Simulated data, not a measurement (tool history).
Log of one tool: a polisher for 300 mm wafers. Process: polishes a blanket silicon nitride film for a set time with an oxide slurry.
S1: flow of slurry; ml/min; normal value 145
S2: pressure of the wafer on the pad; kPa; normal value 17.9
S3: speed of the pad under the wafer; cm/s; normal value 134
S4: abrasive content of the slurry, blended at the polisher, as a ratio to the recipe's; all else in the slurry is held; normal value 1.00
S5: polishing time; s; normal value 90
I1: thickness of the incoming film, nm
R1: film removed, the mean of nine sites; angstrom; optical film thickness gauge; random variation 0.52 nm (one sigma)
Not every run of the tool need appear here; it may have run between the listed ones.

run	day	S1	S2	S3	S4	S5	I1	R1
1	0.000	145	17.9	134	0.80	90	417.6	334
2	2.062	145	17.9	134	1.00	90	420.2	342
# day 3.875: head pressure recalibrated
# day 5.092: slurry blender recalibrated
3	6.158	145	17.9	134	1.00	90	420.3	351
4	8.075	145	17.9	134	1.00	90	419.7	343
# day 8.392: worn pad replaced by a new one
5	10.833	120	17.9	134	1.00	102	417.4	357
# day 12.612: slurry nozzle cleaned
6	13.596	145	17.9	134	1.00	90	418.9	406
# day 15.617: conditioning disc replaced and pad reconditioned
7	16.983	180	17.9	134	0.85	90	421.9	396
# day 18.767: slurry blender recalibrated
8	20.129	180	17.9	134	0.85	90	425.7	396
# day 21.662: worn pad replaced by a new one
9	22.354	145	17.9	122	1.00	90	411.3	359
# day 22.625: head pressure recalibrated
10	25.696	145	17.9	134	1.00	90	415.5	376
11	28.138	145	17.9	134	1.00	90	419.6	375
# day 31.288: slurry blender recalibrated
# day 32.854: conditioning disc replaced and pad reconditioned
12	33.454	130	17.9	114	1.00	90	412.9	314
# day 35.446: worn pad replaced by a new one
13	36.921	130	17.9	134	1.15	90	420.7	358
# day 39.975: head pressure recalibrated
14	40.046	195	20.0	178	1.00	81	424.7	477

What does the tool deliver on the next run?
15	44.250	115	17.9	178	1.00	90	419.8	?

Logged for run 15: R1 411 angstrom.
On a tool with no hidden condition, and with the same random variation, this run would have come out at R1 491 angstrom.

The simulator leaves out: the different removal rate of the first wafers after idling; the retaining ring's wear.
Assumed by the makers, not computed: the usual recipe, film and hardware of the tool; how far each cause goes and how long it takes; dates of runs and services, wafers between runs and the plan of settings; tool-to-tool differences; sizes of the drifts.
